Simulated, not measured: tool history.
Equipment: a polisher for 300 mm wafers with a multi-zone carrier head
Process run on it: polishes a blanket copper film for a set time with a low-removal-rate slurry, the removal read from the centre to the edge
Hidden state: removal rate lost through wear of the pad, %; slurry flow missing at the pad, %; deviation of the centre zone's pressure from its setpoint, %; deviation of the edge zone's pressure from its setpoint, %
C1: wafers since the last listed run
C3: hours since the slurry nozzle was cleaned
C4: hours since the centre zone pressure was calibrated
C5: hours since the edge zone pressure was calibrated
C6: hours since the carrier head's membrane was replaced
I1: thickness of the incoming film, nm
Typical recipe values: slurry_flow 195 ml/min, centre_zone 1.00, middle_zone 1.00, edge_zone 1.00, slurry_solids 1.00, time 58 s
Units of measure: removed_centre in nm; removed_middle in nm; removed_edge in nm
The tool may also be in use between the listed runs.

{"run": 1, "day": 0.0, "slurry_flow": 195, "centre_zone": 1.0, "middle_zone": 1.0, "edge_zone": 1.05, "slurry_solids": 1.0, "time": 58, "C1": 0, "wafers polished on this pad": 989, "C3": 283.8, "C4": 62.0, "C5": 1269.9, "C6": 1784.6, "I1": 646.1, "removed_centre": 149.6, "removed_middle": 159.7, "removed_edge": 158.1}
{"run": 2, "day": 0.679, "slurry_flow": 195, "centre_zone": 1.0, "middle_zone": 1.0, "edge_zone": 1.05, "slurry_solids": 1.0, "time": 58, "C1": 159, "wafers polished on this pad": 1149, "C3": 300.1, "C4": 78.3, "C5": 1286.2, "C6": 1800.9, "I1": 647.1, "removed_centre": 148.8, "removed_middle": 155.5, "removed_edge": 156.3}
{"day": 1.383, "done": "carrier head's membrane replaced by a new one"}
{"day": 2.025, "done": "worn pad replaced by a new one"}
{"run": 3, "day": 2.162, "slurry_flow": 160, "centre_zone": 1.0, "middle_zone": 1.07, "edge_zone": 1.0, "slurry_solids": 1.0, "time": 58, "C1": 260, "wafers polished on this pad": 32, "C3": 335.7, "C4": 113.9, "C5": 1321.8, "C6": 18.7, "I1": 664.3, "removed_centre": 145.8, "removed_middle": 157.4, "removed_edge": 149.4}
{"run": 4, "day": 2.992, "slurry_flow": 160, "centre_zone": 1.0, "middle_zone": 1.07, "edge_zone": 1.0, "slurry_solids": 1.0, "time": 58, "C1": 195, "wafers polished on this pad": 227, "C3": 355.6, "C4": 133.8, "C5": 1341.7, "C6": 38.6, "I1": 657.2, "removed_centre": 142.3, "removed_middle": 157.2, "removed_edge": 150.1}
{"run": 5, "day": 4.342, "slurry_flow": 195, "centre_zone": 1.0, "middle_zone": 1.0, "edge_zone": 1.0, "slurry_solids": 1.25, "time": 58, "C1": 317, "wafers polished on this pad": 544, "C3": 388.0, "C4": 166.2, "C5": 1374.1, "C6": 71.0, "I1": 641.5, "removed_centre": 161.8, "removed_middle": 166.4, "removed_edge": 162.8}
{"run": 6, "day": 4.883, "slurry_flow": 195, "centre_zone": 1.0, "middle_zone": 1.0, "edge_zone": 1.0, "slurry_solids": 1.0, "time": 72, "C1": 127, "wafers polished on this pad": 672, "C3": 401.0, "C4": 179.2, "C5": 1387.1, "C6": 84.0, "I1": 661.3, "removed_centre": 182.3, "removed_middle": 195.0, "removed_edge": 190.9}
{"day": 5.233, "done": "slurry nozzle cleaned"}
{"run": 7, "day": 5.958, "slurry_flow": 195, "centre_zone": 1.0, "middle_zone": 1.0, "edge_zone": 0.94, "slurry_solids": 1.0, "time": 58, "C1": 243, "wafers polished on this pad": 915, "C3": 17.4, "C4": 205.0, "C5": 1412.9, "C6": 109.8, "I1": 656.9, "removed_centre": 163.5, "removed_middle": 164.4, "removed_edge": 154.4}
{"run": 8, "day": 6.929, "slurry_flow": 195, "centre_zone": 0.9, "middle_zone": 1.0, "edge_zone": 1.0, "slurry_solids": 1.0, "time": 58, "C1": 228, "wafers polished on this pad": 1143, "C3": 40.7, "C4": 228.3, "C5": 1436.2, "C6": 133.1, "I1": 657.2, "removed_centre": 142.9, "removed_middle": 167.2, "removed_edge": 158.7}
{"run": 9, "day": 7.596, "slurry_flow": 195, "centre_zone": 1.06, "middle_zone": 1.06, "edge_zone": 1.04, "slurry_solids": 1.0, "time": 58, "C1": 156, "wafers polished on this pad": 1300, "C3": 56.7, "C4": 244.3, "C5": 1452.2, "C6": 149.1, "I1": 644.8, "removed_centre": 167.3, "removed_middle": 171.1, "removed_edge": 158.7}
{"day": 8.412, "done": "worn pad replaced by a new one"}
{"run": 10, "day": 8.433, "slurry_flow": 195, "centre_zone": 0.9, "middle_zone": 1.0, "edge_zone": 1.0, "slurry_solids": 1.0, "time": 58, "C1": 157, "wafers polished on this pad": 4, "C3": 76.8, "C4": 264.4, "C5": 1472.3, "C6": 169.2, "I1": 657.8, "removed_centre": 136.7, "removed_middle": 166.4, "removed_edge": 156.4}
{"day": 9.104, "done": "edge zone pressure recalibrated"}
{"run": 11, "day": 9.45, "slurry_flow": 195, "centre_zone": 0.89, "middle_zone": 1.1, "edge_zone": 1.0, "slurry_solids": 0.9, "time": 58, "C1": 219, "wafers polished on this pad": 224, "C3": 101.2, "C4": 288.8, "C5": 8.3, "C6": 193.6, "I1": 642.4, "removed_centre": 130.8, "removed_middle": 163.0, "removed_edge": 146.9}
{"run": 12, "day": 10.288, "slurry_flow": 145, "centre_zone": 1.07, "middle_zone": 1.08, "edge_zone": 1.0, "slurry_solids": 1.0, "time": 76, "C1": 197, "wafers polished on this pad": 421, "C3": 121.3, "C4": 308.9, "C5": 28.4, "C6": 213.7, "I1": 648.0, "removed_centre": 205.8, "removed_middle": 203.1, "removed_edge": 196.0}
{"run": 13, "day": 11.471, "slurry_flow": 195, "centre_zone": 1.0, "middle_zone": 1.0, "edge_zone": 1.0, "slurry_solids": 1.0, "time": 58, "C1": 278, "wafers polished on this pad": 699, "C3": 149.7, "C4": 337.3, "C5": 56.8, "C6": 242.1, "I1": 651.3, "removed_centre": 153.7, "removed_middle": 156.0, "removed_edge": 154.7}
{"run": 14, "day": 12.921, "slurry_flow": 195, "centre_zone": 1.09, "middle_zone": 1.0, "edge_zone": 1.0, "slurry_solids": 1.0, "time": 70, "C1": 341, "wafers polished on this pad": 1040, "C3": 184.5, "C4": 372.1, "C5": 91.6, "C6": 276.9, "I1": 640.8, "removed_centre": 200.7, "removed_middle": 188.9, "removed_edge": 189.4}
{"run": 15, "day": 13.888, "slurry_flow": 220, "centre_zone": 1.0, "middle_zone": 1.12, "edge_zone": 1.0, "slurry_solids": 1.0, "time": 58, "C1": 227, "wafers polished on this pad": 1268, "C3": 207.7, "C4": 395.3, "C5": 114.8, "C6": 300.1, "I1": 647.5, "removed_centre": 153.7, "removed_middle": 173.9, "removed_edge": 156.4}
{"run": 16, "day": 14.783, "slurry_flow": 195, "centre_zone": 1.0, "middle_zone": 1.0, "edge_zone": 1.0, "slurry_solids": 1.0, "time": 58, "C1": 210, "wafers polished on this pad": 1479, "C3": 229.2, "C4": 416.8, "C5": 136.3, "C6": 321.6, "I1": 655.7, "removed_centre": 147.9, "removed_middle": 155.2, "removed_edge": 152.1}
{"day": 15.683, "done": "worn pad replaced by a new one"}
{"run": 17, "day": 16.142, "slurry_flow": 195, "centre_zone": 1.06, "middle_zone": 1.0, "edge_zone": 1.0, "slurry_solids": 1.0, "time": 41, "C1": 280, "wafers polished on this pad": 107, "C3": 261.8, "C4": 449.4, "C5": 168.9, "C6": 354.2, "I1": 658.5, "removed_centre": 108.6, "removed_middle": 107.7, "removed_edge": 110.3}
{"run": 18, "day": 17.392, "slurry_flow": 195, "centre_zone": 1.0, "middle_zone": 1.0, "edge_zone": 1.0, "slurry_solids": 1.0, "time": 58, "C1": 294, "wafers polished on this pad": 401, "C3": 291.8, "C4": 479.4, "C5": 198.9, "C6": 384.2, "I1": 653.7, "removed_centre": 145.1, "removed_middle": 157.6, "removed_edge": 151.1}
{"run": 19, "day": 18.279, "slurry_flow": 195, "centre_zone": 1.0, "middle_zone": 1.0, "edge_zone": 1.03, "slurry_solids": 1.2, "time": 47, "C1": 208, "wafers polished on this pad": 610, "C3": 313.1, "C4": 500.7, "C5": 220.2, "C6": 405.5, "I1": 655.0, "removed_centre": 126.8, "removed_middle": 132.3, "removed_edge": 135.2}
{"run": 20, "day": 19.033, "slurry_flow": 215, "centre_zone": 1.0, "middle_zone": 1.0, "edge_zone": 1.0, "slurry_solids": 1.0, "time": 58, "C1": 177, "wafers polished on this pad": 787, "C3": 331.2, "C4": 518.8, "C5": 238.3, "C6": 423.6, "I1": 661.1, "removed_centre": 152.4, "removed_middle": 156.1, "removed_edge": 153.6}
{"run": 21, "day": 19.617, "slurry_flow": 195, "centre_zone": 1.0, "middle_zone": 1.0, "edge_zone": 1.0, "slurry_solids": 0.75, "time": 58, "C1": 137, "wafers polished on this pad": 925, "C3": 345.2, "C4": 532.8, "C5": 252.3, "C6": 437.6, "I1": 657.6, "removed_centre": 131.3, "removed_middle": 139.5, "removed_edge": 134.8}

5 ways to go on from here, each from the tool as it stands after run 21. What would each give?
{"run": "A", "day": 19.633, "slurry_flow": 195, "centre_zone": 1.0, "middle_zone": 1.0, "edge_zone": 0.92, "slurry_solids": 1.0, "time": 58, "C1": 3, "wafers polished on this pad": 928, "C3": 345.6, "C4": 533.2, "C5": 252.7, "C6": 438.0, "I1": 649.9, "removed_centre": "?", "removed_middle": "?", "removed_edge": "?"}
{"run": "B", "day": 19.633, "slurry_flow": 155, "centre_zone": 0.89, "middle_zone": 1.1, "edge_zone": 1.04, "slurry_solids": 1.0, "time": 58, "C1": 3, "wafers polished on this pad": 928, "C3": 345.6, "C4": 533.2, "C5": 252.7, "C6": 438.0, "I1": 649.9, "removed_centre": "?", "removed_middle": "?", "removed_edge": "?"}
{"run": "C", "day": 19.633, "slurry_flow": 195, "centre_zone": 0.92, "middle_zone": 1.08, "edge_zone": 1.0, "slurry_solids": 0.75, "time": 58, "C1": 3, "wafers polished on this pad": 928, "C3": 345.6, "C4": 533.2, "C5": 252.7, "C6": 438.0, "I1": 649.9, "removed_centre": "?", "removed_middle": "?", "removed_edge": "?"}
{"run": "D", "day": 19.633, "slurry_flow": 195, "centre_zone": 1.0, "middle_zone": 1.07, "edge_zone": 1.0, "slurry_solids": 1.25, "time": 58, "C1": 3, "wafers polished on this pad": 928, "C3": 345.6, "C4": 533.2, "C5": 252.7, "C6": 438.0, "I1": 649.9, "removed_centre": "?", "removed_middle": "?", "removed_edge": "?"}
{"run": "E", "day": 19.633, "slurry_flow": 195, "centre_zone": 1.0, "middle_zone": 1.0, "edge_zone": 1.03, "slurry_solids": 1.0, "time": 58, "C1": 3, "wafers polished on this pad": 928, "C3": 345.6, "C4": 533.2, "C5": 252.7, "C6": 438.0, "I1": 649.9, "removed_centre": "?", "removed_middle": "?", "removed_edge": "?"}

run=A removed_centre=149.7 removed_middle=155.0 removed_edge=142.4
run=B removed_centre=125.6 removed_middle=155.9 removed_edge=144.3
run=C removed_centre=122.8 removed_middle=144.7 removed_edge=131.1
run=D removed_centre=161.8 removed_middle=174.3 removed_edge=158.9
run=E removed_centre=149.7 removed_middle=155.0 removed_edge=148.9
Had the tool no hidden state, the same runs would have come out as:
run=A removed_centre=166.6 removed_middle=170.4 removed_edge=152.4
run=B removed_centre=143.1 removed_middle=174.7 removed_edge=156.2
run=C removed_centre=136.7 removed_middle=159.0 removed_edge=140.3
run=D removed_centre=180.1 removed_middle=191.6 removed_edge=170.1
run=E removed_centre=166.6 removed_middle=170.4 removed_edge=159.4

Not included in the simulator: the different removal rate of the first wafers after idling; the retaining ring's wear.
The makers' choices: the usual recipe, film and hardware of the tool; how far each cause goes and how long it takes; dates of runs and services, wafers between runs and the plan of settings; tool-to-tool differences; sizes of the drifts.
